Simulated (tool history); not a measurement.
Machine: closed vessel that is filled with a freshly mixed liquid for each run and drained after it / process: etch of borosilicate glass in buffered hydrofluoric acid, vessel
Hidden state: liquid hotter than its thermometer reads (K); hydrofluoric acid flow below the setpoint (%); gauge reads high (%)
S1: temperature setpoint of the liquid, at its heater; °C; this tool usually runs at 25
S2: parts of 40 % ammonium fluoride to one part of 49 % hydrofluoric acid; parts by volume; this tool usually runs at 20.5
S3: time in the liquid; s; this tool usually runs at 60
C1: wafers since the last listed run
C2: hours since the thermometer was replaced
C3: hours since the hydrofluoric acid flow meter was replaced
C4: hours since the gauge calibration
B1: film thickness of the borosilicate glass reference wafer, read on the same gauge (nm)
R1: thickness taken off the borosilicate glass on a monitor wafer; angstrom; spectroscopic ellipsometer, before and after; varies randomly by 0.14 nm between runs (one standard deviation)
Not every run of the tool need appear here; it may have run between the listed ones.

{"run": 1, "hour": 0.0, "S1": 25, "S2": 25, "S3": 60, "C1": 0, "C2": 655.2, "C3": 673.8, "C4": 331.3, "B1": 119.98, "R1": 350.6}
{"hour": 7.1, "done": "thermometer replaced"}
{"run": 2, "hour": 106.5, "S1": 25, "S2": 20.5, "S3": 60, "C1": 15044, "C2": 99.4, "C3": 780.3, "C4": 437.8, "B1": 120.02, "R1": 400.7}
{"run": 3, "hour": 130.7, "S1": 25, "S2": 20.5, "S3": 60, "C1": 3450, "C2": 123.6, "C3": 804.5, "C4": 462, "B1": 119.98, "R1": 399.1}
{"run": 4, "hour": 173.7, "S1": 25, "S2": 20.5, "S3": 60, "C1": 6131, "C2": 166.6, "C3": 847.5, "C4": 505, "B1": 119.98, "R1": 398.5}
{"run": 5, "hour": 208.6, "S1": 25, "S2": 20.5, "S3": 60, "C1": 4976, "C2": 201.5, "C3": 882.4, "C4": 539.9, "B1": 120, "R1": 396.2}
{"run": 6, "hour": 275.0, "S1": 25, "S2": 17, "S3": 60, "C1": 9468, "C2": 267.9, "C3": 948.8, "C4": 606.3, "B1": 120, "R1": 468.5}
{"run": 7, "hour": 335.1, "S1": 25, "S2": 20.5, "S3": 60, "C1": 8570, "C2": 328, "C3": 1008.9, "C4": 666.4, "B1": 120.01, "R1": 395.2}
{"run": 8, "hour": 383.6, "S1": 25, "S2": 20.5, "S3": 60, "C1": 6916, "C2": 376.5, "C3": 1057.4, "C4": 714.9, "B1": 120.04, "R1": 394.5}
{"run": 9, "hour": 412.9, "S1": 25, "S2": 20.5, "S3": 60, "C1": 4178, "C2": 405.8, "C3": 1086.7, "C4": 744.2, "B1": 120, "R1": 394.3}
{"run": 10, "hour": 451.0, "S1": 25, "S2": 20.5, "S3": 60, "C1": 5433, "C2": 443.9, "C3": 1124.8, "C4": 782.3, "B1": 120, "R1": 393.7}
{"run": 11, "hour": 504.5, "S1": 20.5, "S2": 20.5, "S3": 60, "C1": 7629, "C2": 497.4, "C3": 1178.3, "C4": 835.8, "B1": 119.97, "R1": 306.5}
{"hour": 560.1, "done": "gauge calibrated"}
{"run": 12, "hour": 565.5, "S1": 25, "S2": 27, "S3": 75, "C1": 8698, "C2": 558.4, "C3": 1239.3, "C4": 5.4, "B1": 119.97, "R1": 405.3}
{"hour": 570.4, "done": "hydrofluoric acid flow meter replaced"}
{"run": 13, "hour": 614.9, "S1": 25, "S2": 20.5, "S3": 60, "C1": 6901, "C2": 607.8, "C3": 44.5, "C4": 54.8, "B1": 120, "R1": 410.8}
{"hour": 658.5, "done": "thermometer replaced"}
{"run": 14, "hour": 671.3, "S1": 28.5, "S2": 20.5, "S3": 60, "C1": 7900, "C2": 12.8, "C3": 100.9, "C4": 111.2, "B1": 120.01, "R1": 489.9}
{"run": 15, "hour": 695.7, "S1": 22, "S2": 20.5, "S3": 60, "C1": 3479, "C2": 37.2, "C3": 125.3, "C4": 135.6, "B1": 119.98, "R1": 347.8}
{"run": 16, "hour": 765.3, "S1": 27, "S2": 24.5, "S3": 75, "C1": 9925, "C2": 106.8, "C3": 194.9, "C4": 205.2, "B1": 120.02, "R1": 499.3}
{"run": 17, "hour": 800.4, "S1": 25, "S2": 24.5, "S3": 60, "C1": 5005, "C2": 141.9, "C3": 230, "C4": 240.3, "B1": 119.98, "R1": 359}
{"run": 18, "hour": 852.2, "S1": 23.5, "S2": 16, "S3": 85, "C1": 7386, "C2": 193.7, "C3": 281.8, "C4": 292.1, "B1": 119.99, "R1": 666.4}
{"run": 19, "hour": 895.8, "S1": 29, "S2": 28.5, "S3": 85, "C1": 6217, "C2": 237.3, "C3": 325.4, "C4": 335.7, "B1": 120.01, "R1": 568.6}

What if the next run were any one of these 4? Each begins from the tool's condition after run 19:
{"run": "A", "hour": 896.5, "S1": 25, "S2": 20.5, "S3": 60, "C1": 99, "C2": 238, "C3": 326.1, "C4": 336.4, "B1": "?", "R1": "?"}
{"run": "B", "hour": 896.5, "S1": 25, "S2": 23.5, "S3": 75, "C1": 99, "C2": 238, "C3": 326.1, "C4": 336.4, "B1": "?", "R1": "?"}
{"run": "C", "hour": 896.5, "S1": 25, "S2": 14, "S3": 60, "C1": 99, "C2": 238, "C3": 326.1, "C4": 336.4, "B1": "?", "R1": "?"}
{"run": "D", "hour": 896.5, "S1": 22.5, "S2": 20.5, "S3": 60, "C1": 99, "C2": 238, "C3": 326.1, "C4": 336.4, "B1": "?", "R1": "?"}

run=A B1=120.03 R1=406.9
run=B B1=120.03 R1=462.7
run=C B1=120.03 R1=583
run=D B1=120.03 R1=355.5
With no hidden state in the tool, these same runs would have given:
run=A R1=417.1
run=B R1=474.4
run=C R1=604
run=D R1=364.5
